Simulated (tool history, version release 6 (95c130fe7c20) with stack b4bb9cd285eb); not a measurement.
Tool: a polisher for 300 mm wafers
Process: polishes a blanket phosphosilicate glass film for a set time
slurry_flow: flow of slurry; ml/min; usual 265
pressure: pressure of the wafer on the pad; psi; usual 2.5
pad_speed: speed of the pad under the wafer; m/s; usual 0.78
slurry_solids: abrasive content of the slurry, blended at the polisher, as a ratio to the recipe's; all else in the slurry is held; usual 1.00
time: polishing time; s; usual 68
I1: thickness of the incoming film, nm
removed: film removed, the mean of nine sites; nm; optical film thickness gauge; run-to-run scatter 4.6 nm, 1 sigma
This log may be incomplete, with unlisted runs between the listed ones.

run 1 day=0.000 | slurry_flow=265 pressure=2.5 pad_speed=0.78 slurry_solids=1.00 time=68 | I1=3993.9 | removed=337.5
run 2 day=0.608 | slurry_flow=265 pressure=2.5 pad_speed=0.78 slurry_solids=1.00 time=68 | I1=4032.9 | removed=312.0
-- day=0.888 worn pad replaced by a new one
run 3 day=0.962 | slurry_flow=265 pressure=2.5 pad_speed=0.78 slurry_solids=1.00 time=68 | I1=3987.3 | removed=350.5
run 4 day=1.238 | slurry_flow=265 pressure=2.5 pad_speed=0.78 slurry_solids=1.00 time=68 | I1=3961.9 | removed=346.3
-- day=1.654 conditioning disc replaced and pad reconditioned
run 5 day=1.821 | slurry_flow=265 pressure=2.5 pad_speed=0.78 slurry_solids=1.00 time=68 | I1=3997.8 | removed=378.4
run 6 day=3.008 | slurry_flow=265 pressure=2.5 pad_speed=0.78 slurry_solids=1.00 time=68 | I1=3974.3 | removed=342.2
run 7 day=3.354 | slurry_flow=265 pressure=2.5 pad_speed=0.78 slurry_solids=1.00 time=68 | I1=3929.3 | removed=329.9
run 8 day=3.683 | slurry_flow=265 pressure=2.5 pad_speed=0.78 slurry_solids=1.15 time=68 | I1=4003.8 | removed=340.0
-- day=4.021 worn pad replaced by a new one
run 9 day=4.138 | slurry_flow=265 pressure=2.5 pad_speed=0.58 slurry_solids=1.20 time=68 | I1=4067.8 | removed=316.7
-- day=4.475 slurry blender recalibrated
run 10 day=4.879 | slurry_flow=265 pressure=2.5 pad_speed=0.58 slurry_solids=1.20 time=68 | I1=3916.3 | removed=313.8
-- day=5.196 head pressure recalibrated
run 11 day=5.246 | slurry_flow=265 pressure=2.5 pad_speed=0.78 slurry_solids=0.85 time=68 | I1=3987.1 | removed=310.3
-- day=5.742 conditioning disc replaced and pad reconditioned
run 12 day=5.812 | slurry_flow=295 pressure=1.9 pad_speed=1.02 slurry_solids=1.30 time=68 | I1=4006.4 | removed=387.3
run 13 day=6.167 | slurry_flow=240 pressure=2.5 pad_speed=0.88 slurry_solids=1.20 time=84 | I1=3990.6 | removed=507.3
run 14 day=6.488 | slurry_flow=265 pressure=2.5 pad_speed=0.78 slurry_solids=1.00 time=68 | I1=3946.6 | removed=333.2
run 15 day=6.942 | slurry_flow=265 pressure=2.5 pad_speed=0.78 slurry_solids=1.00 time=68 | I1=3982.5 | removed=318.1
-- day=7.121 worn pad replaced by a new one
run 16 day=7.408 | slurry_flow=265 pressure=2.5 pad_speed=0.78 slurry_solids=1.00 time=68 | I1=3991.2 | removed=363.3
run 17 day=7.929 | slurry_flow=265 pressure=2.5 pad_speed=0.78 slurry_solids=1.00 time=68 | I1=3919.8 | removed=357.7
run 18 day=8.504 | slurry_flow=265 pressure=2.5 pad_speed=0.86 slurry_solids=1.00 time=68 | I1=3997.2 | removed=363.9
run 19 day=8.900 | slurry_flow=325 pressure=2.1 pad_speed=0.96 slurry_solids=1.00 time=61 | I1=3973.0 | removed=304.7
-- day=9.658 conditioning disc replaced and pad reconditioned
-- day=9.933 slurry nozzle cleaned
-- day=10.304 worn pad replaced by a new one
run 20 day=10.325 | slurry_flow=235 pressure=2.5 pad_speed=0.90 slurry_solids=1.00 time=68 | I1=4068.9 | removed=409.2
run 21 day=10.704 | slurry_flow=265 pressure=2.8 pad_speed=0.92 slurry_solids=0.90 time=68 | I1=4005.7 | removed=433.8
run 22 day=11.038 | slurry_flow=170 pressure=2.5 pad_speed=0.78 slurry_solids=1.25 time=68 | I1=3922.7 | removed=385.6
run 23 day=11.629 | slurry_flow=305 pressure=2.2 pad_speed=0.78 slurry_solids=1.25 time=68 | I1=3901.1 | removed=346.6
run 24 day=12.138 | slurry_flow=265 pressure=2.5 pad_speed=0.78 slurry_solids=1.00 time=51 | I1=3951.2 | removed=251.3
run 25 day=12.846 | slurry_flow=265 pressure=1.8 pad_speed=0.96 slurry_solids=0.70 time=46 | I1=4023.9 | removed=145.6

Forecast each of these 5 alternatives for the next run:
run A day=12.862 | slurry_flow=265 pressure=2.5 pad_speed=0.78 slurry_solids=1.00 time=68 | I1=4003.5 | removed=?
run B day=12.862 | slurry_flow=265 pressure=3.3 pad_speed=0.94 slurry_solids=1.00 time=68 | I1=4003.5 | removed=?
run C day=12.862 | slurry_flow=265 pressure=2.5 pad_speed=0.78 slurry_solids=1.15 time=53 | I1=4003.5 | removed=?
run D day=12.862 | slurry_flow=265 pressure=2.1 pad_speed=0.78 slurry_solids=1.00 time=68 | I1=4003.5 | removed=?
run E day=12.862 | slurry_flow=265 pressure=2.5 pad_speed=0.78 slurry_solids=1.25 time=68 | I1=4003.5 | removed=?

run=A removed=303.5
run=B removed=442.3
run=C removed=253.3
run=D removed=260.1
run=E removed=337.5
Without the tool's hidden state the same runs would have given:
run=A removed=383.5
run=B removed=580.7
run=C removed=320.1
run=D removed=325.1
run=E removed=426.5
